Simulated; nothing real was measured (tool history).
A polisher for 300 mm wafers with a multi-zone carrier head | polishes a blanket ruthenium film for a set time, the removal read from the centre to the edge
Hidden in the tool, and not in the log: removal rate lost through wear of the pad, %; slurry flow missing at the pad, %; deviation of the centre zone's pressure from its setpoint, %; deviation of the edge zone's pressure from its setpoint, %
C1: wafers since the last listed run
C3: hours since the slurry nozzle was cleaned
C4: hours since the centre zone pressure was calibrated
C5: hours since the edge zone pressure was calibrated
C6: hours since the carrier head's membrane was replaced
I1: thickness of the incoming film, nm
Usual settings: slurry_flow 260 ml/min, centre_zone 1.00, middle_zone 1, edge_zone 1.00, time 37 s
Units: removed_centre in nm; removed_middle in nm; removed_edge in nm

{"run": 1, "hour": 0.0, "slurry_flow": 260, "centre_zone": 1.0, "middle_zone": 1, "edge_zone": 1.0, "time": 37, "C1": 0, "wafers polished on this pad": 2419, "C3": 87.6, "C4": 382.5, "C5": 880.9, "C6": 532.6, "I1": 318.3, "removed_centre": 43.7, "removed_middle": 43.3, "removed_edge": 41.4}
{"hour": 14.9, "done": "worn pad replaced by a new one"}
{"run": 2, "hour": 37.0, "slurry_flow": 260, "centre_zone": 1.0, "middle_zone": 1, "edge_zone": 1.0, "time": 37, "C1": 338, "wafers polished on this pad": 227, "C3": 124.6, "C4": 419.5, "C5": 917.9, "C6": 569.6, "I1": 315.8, "removed_centre": 44.4, "removed_middle": 43.0, "removed_edge": 41.8}
{"run": 3, "hour": 106.8, "slurry_flow": 260, "centre_zone": 1.0, "middle_zone": 1, "edge_zone": 1.0, "time": 37, "C1": 716, "wafers polished on this pad": 944, "C3": 194.4, "C4": 489.3, "C5": 987.7, "C6": 639.4, "I1": 317.8, "removed_centre": 44.3, "removed_middle": 43.7, "removed_edge": 41.5}
{"run": 4, "hour": 189.2, "slurry_flow": 260, "centre_zone": 0.94, "middle_zone": 1, "edge_zone": 1.0, "time": 37, "C1": 846, "wafers polished on this pad": 1790, "C3": 276.8, "C4": 571.7, "C5": 1070.1, "C6": 721.8, "I1": 322.9, "removed_centre": 42.4, "removed_middle": 43.3, "removed_edge": 41.9}
{"hour": 235.9, "done": "slurry nozzle cleaned"}
{"hour": 249.5, "done": "worn pad replaced by a new one"}
{"run": 5, "hour": 269.2, "slurry_flow": 260, "centre_zone": 1.0, "middle_zone": 1, "edge_zone": 1.0, "time": 37, "C1": 770, "wafers polished on this pad": 202, "C3": 33.3, "C4": 651.7, "C5": 1150.1, "C6": 801.8, "I1": 323.1, "removed_centre": 45.5, "removed_middle": 43.1, "removed_edge": 41.0}
{"run": 6, "hour": 308.0, "slurry_flow": 260, "centre_zone": 1.0, "middle_zone": 1, "edge_zone": 1.0, "time": 37, "C1": 398, "wafers polished on this pad": 601, "C3": 72.1, "C4": 690.5, "C5": 1188.9, "C6": 840.6, "I1": 318.9, "removed_centre": 46.1, "removed_middle": 43.5, "removed_edge": 41.1}
{"run": 7, "hour": 407.2, "slurry_flow": 260, "centre_zone": 1.0, "middle_zone": 1, "edge_zone": 1.0, "time": 37, "C1": 1018, "wafers polished on this pad": 1620, "C3": 171.3, "C4": 789.7, "C5": 1288.1, "C6": 939.8, "I1": 315.7, "removed_centre": 46.2, "removed_middle": 43.9, "removed_edge": 41.8}
{"hour": 416.9, "done": "centre zone pressure recalibrated"}
{"run": 8, "hour": 452.8, "slurry_flow": 260, "centre_zone": 0.94, "middle_zone": 1, "edge_zone": 1.04, "time": 37, "C1": 447, "wafers polished on this pad": 2068, "C3": 216.9, "C4": 35.9, "C5": 1333.7, "C6": 985.4, "I1": 318.7, "removed_centre": 39.8, "removed_middle": 43.4, "removed_edge": 42.2}
{"hour": 470.0, "done": "carrier head's membrane replaced by a new one"}
{"hour": 519.6, "done": "worn pad replaced by a new one"}
{"run": 9, "hour": 529.3, "slurry_flow": 260, "centre_zone": 0.94, "middle_zone": 1, "edge_zone": 1.04, "time": 37, "C1": 693, "wafers polished on this pad": 99, "C3": 293.4, "C4": 112.4, "C5": 1410.2, "C6": 59.3, "I1": 322.1, "removed_centre": 40.5, "removed_middle": 43.3, "removed_edge": 42.4}
{"hour": 566.4, "done": "slurry nozzle cleaned"}
{"run": 10, "hour": 586.2, "slurry_flow": 195, "centre_zone": 0.95, "middle_zone": 1, "edge_zone": 1.0, "time": 37, "C1": 574, "wafers polished on this pad": 673, "C3": 19.8, "C4": 169.3, "C5": 1467.1, "C6": 116.2, "I1": 313.5, "removed_centre": 39.5, "removed_middle": 41.9, "removed_edge": 39.9}
{"run": 11, "hour": 638.7, "slurry_flow": 260, "centre_zone": 1.0, "middle_zone": 1, "edge_zone": 1.0, "time": 37, "C1": 539, "wafers polished on this pad": 1213, "C3": 72.3, "C4": 221.8, "C5": 1519.6, "C6": 168.7, "I1": 315.5, "removed_centre": 44.0, "removed_middle": 43.6, "removed_edge": 41.3}
{"run": 12, "hour": 690.2, "slurry_flow": 260, "centre_zone": 1.0, "middle_zone": 1, "edge_zone": 1.0, "time": 37, "C1": 529, "wafers polished on this pad": 1742, "C3": 123.8, "C4": 273.3, "C5": 1571.1, "C6": 220.2, "I1": 326.1, "removed_centre": 43.0, "removed_middle": 43.8, "removed_edge": 41.2}
{"hour": 728.0, "done": "edge zone pressure recalibrated"}
{"run": 13, "hour": 782.3, "slurry_flow": 215, "centre_zone": 1.0, "middle_zone": 1, "edge_zone": 1.0, "time": 37, "C1": 925, "wafers polished on this pad": 2667, "C3": 215.9, "C4": 365.4, "C5": 54.3, "C6": 312.3, "I1": 320.1, "removed_centre": 43.0, "removed_middle": 42.2, "removed_edge": 41.3}

Forecast run 14:
{"hour": 787.3, "done": "worn pad replaced by a new one"}
{"run": 14, "hour": 834.3, "slurry_flow": 260, "centre_zone": 1.0, "middle_zone": 1, "edge_zone": 1.0, "time": 37, "C1": 493, "wafers polished on this pad": 482, "C3": 267.9, "C4": 417.4, "C5": 106.3, "C6": 364.3, "I1": 315.0, "removed_centre": "?", "removed_middle": "?", "removed_edge": "?"}

removed_centre: 44.4 nm
removed_middle: 43.5 nm
removed_edge: 41.7 nm
Without the tool's hidden state the same run would have given removed_centre 41.9 nm, removed_middle 43.5 nm, removed_edge 41.7 nm.

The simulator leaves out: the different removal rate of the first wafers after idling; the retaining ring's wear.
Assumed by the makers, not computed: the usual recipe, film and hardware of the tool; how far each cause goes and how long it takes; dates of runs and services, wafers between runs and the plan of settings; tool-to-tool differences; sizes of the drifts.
